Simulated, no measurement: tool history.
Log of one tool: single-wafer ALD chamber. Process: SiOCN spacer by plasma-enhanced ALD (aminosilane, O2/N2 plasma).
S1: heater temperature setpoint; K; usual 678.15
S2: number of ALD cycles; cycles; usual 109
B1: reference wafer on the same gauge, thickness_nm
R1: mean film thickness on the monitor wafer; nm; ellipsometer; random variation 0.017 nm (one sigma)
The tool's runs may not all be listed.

run,hour,S1,S2,B1,R1
1,0,678.15,109,6.743,6.661
2,10.6,678.15,109,6.747,6.693
3,18,678.15,109,6.755,6.671
4,36,678.15,109,6.746,6.683
5,61.2,678.15,109,6.745,6.681
# hour 69.2: gauge calibrated
# hour 69.8: thermocouple changed; heater temperature recalibrated
6,71.1,678.15,109,6.685,6.625
7,85.6,678.15,109,6.694,6.623
8,98.6,678.15,109,6.707,6.655
9,112.8,678.15,109,6.716,6.653
10,121,690.15,103,6.715,6.064
11,127.2,664.15,109,6.721,6.743
12,144.7,669.15,99,6.733,6.153
13,151.3,690.15,95,6.731,5.585
14,163.1,666.15,109,6.733,6.764
15,171.1,678.15,109,6.727,6.668
16,185.3,669.15,109,6.74,6.776
17,199.8,678.15,109,6.74,6.693
18,215.4,678.15,119,6.749,7.306
19,222.9,672.15,126,6.744,7.818

Forecast each of these 3 alternatives for the next run:
A,223.5,678.15,125,?,?
B,223.5,666.15,102,?,?
C,223.5,688.15,124,?,?

run,B1,R1
A,6.75,7.629
B,6.75,6.32
C,6.75,7.32
Without the tool's hidden state the same runs would have given:
run,R1
A,7.558
B,6.262
C,7.253
